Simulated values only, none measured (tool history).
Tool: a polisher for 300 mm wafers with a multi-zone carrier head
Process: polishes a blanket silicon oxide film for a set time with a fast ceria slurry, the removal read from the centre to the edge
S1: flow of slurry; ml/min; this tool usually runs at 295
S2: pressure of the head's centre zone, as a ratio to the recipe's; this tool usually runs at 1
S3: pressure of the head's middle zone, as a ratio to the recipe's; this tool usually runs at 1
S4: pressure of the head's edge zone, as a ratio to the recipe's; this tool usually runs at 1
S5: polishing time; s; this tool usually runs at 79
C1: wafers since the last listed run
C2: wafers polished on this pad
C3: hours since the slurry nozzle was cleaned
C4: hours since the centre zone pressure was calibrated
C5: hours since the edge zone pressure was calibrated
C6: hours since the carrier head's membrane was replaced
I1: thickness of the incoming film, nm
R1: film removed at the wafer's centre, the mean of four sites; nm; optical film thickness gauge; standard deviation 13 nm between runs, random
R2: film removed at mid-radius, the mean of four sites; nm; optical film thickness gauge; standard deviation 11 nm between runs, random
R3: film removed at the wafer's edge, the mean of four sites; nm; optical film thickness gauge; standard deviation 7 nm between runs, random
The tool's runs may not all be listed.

Run 1, hour 0: usual settings but S1 265 ml/min, S2 0.96, S5 100 s; C1 0; C2 1517; C3 425.6; C4 85; C5 692.4; C6 1181.5; I1 2717.9. Result: R1 922.9 nm, R2 977 nm, R3 1007.6 nm.
Run 2, hour 77: usual settings but S1 375 ml/min, S2 0.91, S3 0.88, S4 0.92; C1 940; C2 2457; C3 502.6; C4 162; C5 769.4; C6 1258.5; I1 2759.6. Result: R1 698 nm, R2 719.9 nm, R3 783.2 nm.
At hour 83.7: edge zone pressure recalibrated.
Run 3, hour 117.7: usual settings; C1 472; C2 2930; C3 543.3; C4 202.7; C5 34; C6 1299.2; I1 2725.3. Result: R1 769.3 nm, R2 748.2 nm, R3 793.3 nm.
Run 4, hour 177.7: usual settings; C1 732; C2 3663; C3 603.3; C4 262.7; C5 94; C6 1359.2; I1 2734.3. Result: R1 726.6 nm, R2 773.9 nm, R3 778.8 nm.
At hour 352.7: carrier head's membrane replaced by a new one.
Run 5, hour 462.4: usual settings but S1 200 ml/min, S2 0.92, S4 1.1; C1 3415; C2 7078; C3 888; C4 547.4; C5 378.7; C6 109.7; I1 2703.9. Result: R1 610.4 nm, R2 681 nm, R3 753.9 nm.
At hour 485.7: slurry nozzle cleaned.
Run 6, hour 526.1: usual settings but S1 195 ml/min, S5 104 s; C1 765; C2 7844; C3 40.4; C4 611.1; C5 442.4; C6 173.4; I1 2778.7. Result: R1 951.7 nm, R2 970 nm, R3 1020.6 nm.
Run 7, hour 566.6: usual settings but S4 1.09; C1 494; C2 8338; C3 80.9; C4 651.6; C5 482.9; C6 213.9; I1 2772.5. Result: R1 774.9 nm, R2 773.1 nm, R3 822.5 nm.
At hour 608.2: worn pad replaced by a new one.
Run 8, hour 626.5: usual settings but S2 1.05; C1 682; C2 223; C3 140.8; C4 711.5; C5 542.8; C6 273.8; I1 2742.3. Result: R1 856.4 nm, R2 827.6 nm, R3 844.1 nm.
Run 9, hour 680.2: usual settings but S1 210 ml/min, S2 0.97, S5 70 s; C1 655; C2 879; C3 194.5; C4 765.2; C5 596.5; C6 327.5; I1 2721.1. Result: R1 639.6 nm, R2 664.9 nm, R3 701.2 nm.
At hour 713.1: centre zone pressure recalibrated.
Run 10, hour 759.1: usual settings but S2 1.07, S4 0.91; C1 939; C2 1818; C3 273.4; C4 46; C5 675.4; C6 406.4; I1 2733.5. Result: R1 827.4 nm, R2 788.6 nm, R3 778.3 nm.
Run 11, hour 812.8: usual settings; C1 655; C2 2474; C3 327.1; C4 99.7; C5 729.1; C6 460.1; I1 2720.6. Result: R1 756.3 nm, R2 778.1 nm, R3 795 nm.
At hour 893.7: edge zone pressure recalibrated.
Run 12, hour 897.1: usual settings; C1 1004; C2 3479; C3 411.4; C4 184; C5 3.4; C6 544.4; I1 2785.1. Result: R1 761.6 nm, R2 757.1 nm, R3 791.3 nm.
Run 13, hour 1004.2: usual settings but S3 1.08, S5 88 s; C1 1307; C2 4787; C3 518.5; C4 291.1; C5 110.5; C6 651.5; I1 2754.7. Result: R1 803.3 nm, R2 881.9 nm, R3 852 nm.
Run 14, hour 1091.1: usual settings but S1 215 ml/min, S4 0.89; C1 1061; C2 5848; C3 605.4; C4 378; C5 197.4; C6 738.4; I1 2706.3. Result: R1 689.1 nm, R2 681.9 nm, R3 698.2 nm.
Run 15, hour 1147.6: usual settings; C1 689; C2 6538; C3 661.9; C4 434.5; C5 253.9; C6 794.9; I1 2733.7. Result: R1 719.8 nm, R2 725.3 nm, R3 767.5 nm.
At hour 1174.3: slurry nozzle cleaned.
Run 16, hour 1199.6: usual settings but S3 0.9, S4 0.89, S5 95 s; C1 622; C2 7160; C3 25.3; C4 486.5; C5 305.9; C6 846.9; I1 2758.7. Result: R1 924.5 nm, R2 855.5 nm, R3 921.2 nm.
Run 17, hour 1427: usual settings but S1 355 ml/min, S2 1.08; C1 2776; C2 9937; C3 252.7; C4 713.9; C5 533.3; C6 1074.3; I1 2736.9. Result: R1 831.9 nm, R2 763.6 nm, R3 794.9 nm.
At hour 1438.3: worn pad replaced by a new one.
Run 18, hour 1481.3: usual settings but S3 1.07; C1 614; C2 525; C3 307; C4 768.2; C5 587.6; C6 1128.6; I1 2749.7. Result: R1 804.4 nm, R2 863 nm, R3 835.6 nm.
At hour 1538.2: centre zone pressure recalibrated.
Run 19, hour 1575.7: usual settings but S2 1.11, S5 96 s; C1 1128; C2 1653; C3 401.4; C4 37.5; C5 682; C6 1223; I1 2686.2. Result: R1 1023 nm, R2 951.8 nm, R3 970.5 nm.
Run 20, hour 1633: usual settings; C1 699; C2 2353; C3 458.7; C4 94.8; C5 739.3; C6 1280.3; I1 2772.7. Result: R1 759.1 nm, R2 762.2 nm, R3 781.7 nm.
At hour 1694.4: edge zone pressure recalibrated.
Run 21, hour 1717.4: usual settings but S1 265 ml/min, S3 1.09; C1 1006; C2 3359; C3 543.1; C4 179.2; C5 23; C6 1364.7; I1 2696. Result: R1 724.4 nm, R2 796.8 nm, R3 776.5 nm.
Run 22, hour 1782.1: usual settings but S5 57 s; C1 790; C2 4149; C3 607.8; C4 243.9; C5 87.7; C6 1429.4; I1 2787.6. Result: R1 522.5 nm, R2 552.5 nm, R3 559.4 nm.

Selected run-to-run steps in R1, each split into two signed amounts: the part the tool would show with no hidden state at all (from settings, incoming material and random variation), and the remainder, which goes to the hidden state together with any gauge scatter not common to the measured and the hidden-state-free results:
Hidden state at play: removal rate lost through wear of the pad, %; slurry flow missing at the pad, %; deviation of the centre zone's pressure from its setpoint, %; deviation of the edge zone's pressure from its setpoint, %.
Run 5 -> 6: S1 200 -> 195, S2 0.92 -> 1, S4 1.1 -> 1, S5 79 -> 104, slurry nozzle cleaned. R1 +341.3 nm: hidden state +32.1, all else +309.2.
Run 17 -> 18: S1 355 -> 295, S2 1.08 -> 1, S3 1 -> 1.07, worn pad replaced by a new one. R1 -27.5 nm: hidden state +52.8, all else -80.3.
Run 18 -> 19: S2 1 -> 1.11, S3 1.07 -> 1, S5 79 -> 96, centre zone pressure recalibrated. R1 +218.6 nm: hidden state -49.9, all else +268.5.
Run 19 -> 20: S2 1.11 -> 1, S5 96 -> 79. R1 -263.9 nm: hidden state +14.8, all else -278.7.
